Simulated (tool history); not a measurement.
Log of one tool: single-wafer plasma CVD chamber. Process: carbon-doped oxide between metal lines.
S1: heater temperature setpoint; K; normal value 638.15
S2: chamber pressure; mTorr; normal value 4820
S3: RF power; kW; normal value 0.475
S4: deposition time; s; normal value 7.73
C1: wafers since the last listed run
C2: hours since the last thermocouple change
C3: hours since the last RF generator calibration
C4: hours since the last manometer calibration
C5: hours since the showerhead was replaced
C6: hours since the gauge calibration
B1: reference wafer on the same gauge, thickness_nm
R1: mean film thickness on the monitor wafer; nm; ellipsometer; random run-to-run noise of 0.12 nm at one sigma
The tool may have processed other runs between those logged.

run	day	S1	S2	S3	S4	C1	C2	C3	C4	C5	C6	B1	R1
1	0.000	638.15	4820	0.475	8.51	0	1208.8	314.7	854.8	2818.0	1244.6	32.650	39.740
2	4.204	638.15	5110	0.475	8.52	3898	1309.7	415.6	955.7	2918.9	1345.5	32.698	40.045
3	5.862	638.15	5110	0.475	8.52	1537	1349.5	455.4	995.5	2958.7	1385.3	32.682	39.774
4	7.842	638.15	5110	0.475	8.52	1835	1397.0	502.9	1043.0	3006.2	1432.8	32.686	39.836
5	10.404	649.15	4820	0.475	7.73	2376	1458.5	564.4	1104.5	3067.7	1494.3	32.670	35.149
# day 11.196: thermocouple changed; heater temperature recalibrated
6	12.225	638.15	4820	0.435	7.73	1379	24.7	608.1	1148.2	3111.4	1538.0	32.721	34.258
7	14.292	638.15	4820	0.435	7.73	1916	74.3	657.7	1197.8	3161.0	1587.6	32.711	34.460
8	18.462	643.15	4500	0.475	7.73	3867	174.4	757.8	1297.9	3261.1	1687.7	32.696	35.574
9	28.504	643.15	4500	0.475	7.73	9312	415.4	998.8	1538.9	3502.1	1928.7	32.717	35.638
10	38.508	643.15	4500	0.475	7.73	9277	655.5	1238.9	1779.0	3742.2	2168.8	32.744	35.429
11	42.954	638.15	4820	0.475	7.73	4122	762.2	1345.6	1885.7	3848.9	2275.5	32.691	36.091
# day 44.679: gauge calibrated
12	45.812	638.15	4820	0.475	7.73	2650	830.8	1414.2	1954.3	3917.5	27.2	32.714	36.097
# day 48.354: capacitance manometer re-zeroed and calibrated
13	48.375	646.15	4820	0.475	7.73	2067	892.3	1475.7	0.5	3979.0	88.7	32.711	35.188
14	50.250	638.15	3730	0.475	8.16	1738	937.3	1520.7	45.5	4024.0	133.7	32.707	36.778
15	53.267	638.15	4820	0.435	7.73	2797	1009.7	1593.1	117.9	4096.4	206.1	32.722	33.752
16	55.367	647.15	5810	0.535	7.73	1947	1060.1	1643.5	168.3	4146.8	256.5	32.708	38.973
17	59.717	638.15	4820	0.555	6.29	4034	1164.5	1747.9	272.7	4251.2	360.9	32.716	32.504
# day 60.488: RF generator calibrated
# day 61.446: thermocouple changed; heater temperature recalibrated
# day 63.596: showerhead replaced
18	63.617	638.15	4820	0.475	7.73	2689	52.1	75.1	366.3	0.5	454.5	32.725	37.114
19	66.596	638.15	3780	0.475	7.73	2762	123.6	146.6	437.8	72.0	526.0	32.686	35.886
20	68.683	624.15	4820	0.475	7.73	1935	173.7	196.7	487.9	122.1	576.1	32.671	38.753
21	72.496	638.15	4820	0.475	7.73	3535	265.2	288.2	579.4	213.6	667.6	32.679	37.099
22	76.479	628.15	3670	0.475	6.57	3694	360.8	383.8	675.0	309.2	763.2	32.706	31.389
# day 78.942: thermocouple changed; heater temperature recalibrated, repeated, since the last time left the tool worse
23	78.962	638.15	5530	0.570	7.73	1993	0.5	443.4	734.6	368.8	822.8	32.689	41.382
24	81.008	644.15	4820	0.565	8.98	1897	49.6	492.5	783.7	417.9	871.9	32.719	46.346
25	83.350	638.15	4820	0.475	7.73	2171	105.8	548.7	839.9	474.1	928.1	32.719	36.483
26	88.512	638.15	4820	0.475	7.73	4787	229.7	672.6	963.8	598.0	1052.0	32.712	36.369
27	92.417	638.15	4170	0.475	7.73	3620	323.4	766.3	1057.5	691.7	1145.7	32.688	35.752

Branching from run 27: 3 alternative next runs. What would each branch give?
A	92.433	638.15	4820	0.475	8.81	15	323.8	766.7	1057.9	692.1	1146.1	?	?
B	92.433	638.15	3760	0.475	7.73	15	323.8	766.7	1057.9	692.1	1146.1	?	?
C	92.433	634.15	5750	0.475	7.73	15	323.8	766.7	1057.9	692.1	1146.1	?	?

run	B1	R1
A	32.679	41.400
B	32.679	35.205
C	32.679	37.638
Without the tool's unlogged condition, the same runs would have read:
run	R1
A	41.501
B	35.290
C	37.731
